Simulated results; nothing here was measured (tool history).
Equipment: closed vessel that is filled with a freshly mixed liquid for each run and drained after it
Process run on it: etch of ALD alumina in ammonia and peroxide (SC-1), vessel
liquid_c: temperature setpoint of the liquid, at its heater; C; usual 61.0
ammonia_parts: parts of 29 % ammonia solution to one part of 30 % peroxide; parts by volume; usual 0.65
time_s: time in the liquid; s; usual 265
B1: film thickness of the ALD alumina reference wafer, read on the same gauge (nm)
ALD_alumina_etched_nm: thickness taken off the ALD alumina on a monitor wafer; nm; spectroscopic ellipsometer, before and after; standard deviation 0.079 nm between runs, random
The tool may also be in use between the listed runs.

run 1 hour=0.0 | liquid_c=61.0 ammonia_parts=0.65 time_s=265 | B1=140.02 | ALD_alumina_etched_nm=31.77
run 2 hour=54.4 | liquid_c=61.0 ammonia_parts=0.65 time_s=265 | B1=140.00 | ALD_alumina_etched_nm=31.82
run 3 hour=157.5 | liquid_c=61.0 ammonia_parts=0.65 time_s=265 | B1=139.99 | ALD_alumina_etched_nm=31.84
run 4 hour=245.5 | liquid_c=61.0 ammonia_parts=0.90 time_s=265 | B1=140.01 | ALD_alumina_etched_nm=32.79
run 5 hour=350.4 | liquid_c=61.0 ammonia_parts=0.90 time_s=265 | B1=140.00 | ALD_alumina_etched_nm=32.64
run 6 hour=421.3 | liquid_c=61.0 ammonia_parts=0.90 time_s=265 | B1=139.99 | ALD_alumina_etched_nm=32.65
-- hour=502.2 new drum of ammonia solution connected
run 7 hour=738.3 | liquid_c=61.0 ammonia_parts=0.65 time_s=265 | B1=139.99 | ALD_alumina_etched_nm=31.78
-- hour=764.1 thermometer replaced
run 8 hour=816.7 | liquid_c=61.0 ammonia_parts=0.65 time_s=265 | B1=139.97 | ALD_alumina_etched_nm=32.70
run 9 hour=898.1 | liquid_c=69.0 ammonia_parts=0.65 time_s=265 | B1=140.01 | ALD_alumina_etched_nm=48.42
-- hour=938.2 ammonia flow meter replaced
run 10 hour=973.8 | liquid_c=61.0 ammonia_parts=0.95 time_s=265 | B1=140.01 | ALD_alumina_etched_nm=33.69
run 11 hour=1293.9 | liquid_c=52.5 ammonia_parts=0.80 time_s=305 | B1=139.99 | ALD_alumina_etched_nm=24.21
-- hour=1343.7 new drum of ammonia solution connected
-- hour=1363.2 gauge calibrated
run 12 hour=1389.3 | liquid_c=55.0 ammonia_parts=0.40 time_s=140 | B1=140.00 | ALD_alumina_etched_nm=12.04
run 13 hour=1495.9 | liquid_c=58.5 ammonia_parts=0.65 time_s=165 | B1=140.00 | ALD_alumina_etched_nm=17.69
run 14 hour=1569.9 | liquid_c=65.0 ammonia_parts=0.50 time_s=180 | B1=140.00 | ALD_alumina_etched_nm=26.25
run 15 hour=1855.8 | liquid_c=69.0 ammonia_parts=0.65 time_s=265 | B1=139.98 | ALD_alumina_etched_nm=47.74
run 16 hour=1947.8 | liquid_c=68.5 ammonia_parts=0.85 time_s=155 | B1=140.00 | ALD_alumina_etched_nm=27.89
-- hour=2021.8 new drum of ammonia solution connected
run 17 hour=2022.1 | liquid_c=61.0 ammonia_parts=0.65 time_s=265 | B1=140.00 | ALD_alumina_etched_nm=32.33
run 18 hour=2085.1 | liquid_c=61.0 ammonia_parts=0.65 time_s=265 | B1=139.99 | ALD_alumina_etched_nm=32.36
run 19 hour=2148.2 | liquid_c=61.0 ammonia_parts=0.65 time_s=265 | B1=140.00 | ALD_alumina_etched_nm=32.31
run 20 hour=2199.8 | liquid_c=57.0 ammonia_parts=0.85 time_s=265 | B1=139.99 | ALD_alumina_etched_nm=26.84
run 21 hour=2287.0 | liquid_c=56.5 ammonia_parts=0.90 time_s=265 | B1=140.01 | ALD_alumina_etched_nm=26.19
run 22 hour=2348.8 | liquid_c=68.5 ammonia_parts=0.80 time_s=210 | B1=140.02 | ALD_alumina_etched_nm=37.74
run 23 hour=2454.5 | liquid_c=64.0 ammonia_parts=0.45 time_s=410 | B1=140.00 | ALD_alumina_etched_nm=55.69
run 24 hour=2515.1 | liquid_c=61.0 ammonia_parts=0.45 time_s=150 | B1=139.99 | ALD_alumina_etched_nm=17.50
run 25 hour=2573.5 | liquid_c=51.0 ammonia_parts=0.95 time_s=265 | B1=140.00 | ALD_alumina_etched_nm=19.42
run 26 hour=2676.6 | liquid_c=67.0 ammonia_parts=0.65 time_s=265 | B1=139.98 | ALD_alumina_etched_nm=43.07
run 27 hour=2740.9 | liquid_c=58.0 ammonia_parts=0.35 time_s=365 | B1=139.99 | ALD_alumina_etched_nm=35.36
-- hour=2824.4 new drum of ammonia solution connected
run 28 hour=2844.1 | liquid_c=69.5 ammonia_parts=0.40 time_s=170 | B1=140.01 | ALD_alumina_etched_nm=29.92
run 29 hour=2913.8 | liquid_c=58.0 ammonia_parts=0.75 time_s=265 | B1=140.01 | ALD_alumina_etched_nm=27.81

Branching from run 29: 4 alternative next runs. What would each branch give?
run A hour=2914.5 | liquid_c=61.0 ammonia_parts=0.65 time_s=265 | B1=? | ALD_alumina_etched_nm=?
run B hour=2914.5 | liquid_c=66.5 ammonia_parts=0.40 time_s=265 | B1=? | ALD_alumina_etched_nm=?
run C hour=2914.5 | liquid_c=51.5 ammonia_parts=0.95 time_s=145 | B1=? | ALD_alumina_etched_nm=?
run D hour=2914.5 | liquid_c=68.5 ammonia_parts=0.65 time_s=420 | B1=? | ALD_alumina_etched_nm=?

run=A B1=140.03 ALD_alumina_etched_nm=31.85
run=B B1=140.03 ALD_alumina_etched_nm=40.10
run=C B1=140.03 ALD_alumina_etched_nm=10.94
run=D B1=140.03 ALD_alumina_etched_nm=73.37
Take away the tool's hidden state, keep each run's random variation, and the runs would have read:
run=A ALD_alumina_etched_nm=32.68
run=B ALD_alumina_etched_nm=41.11
run=C ALD_alumina_etched_nm=11.24
run=D ALD_alumina_etched_nm=75.19
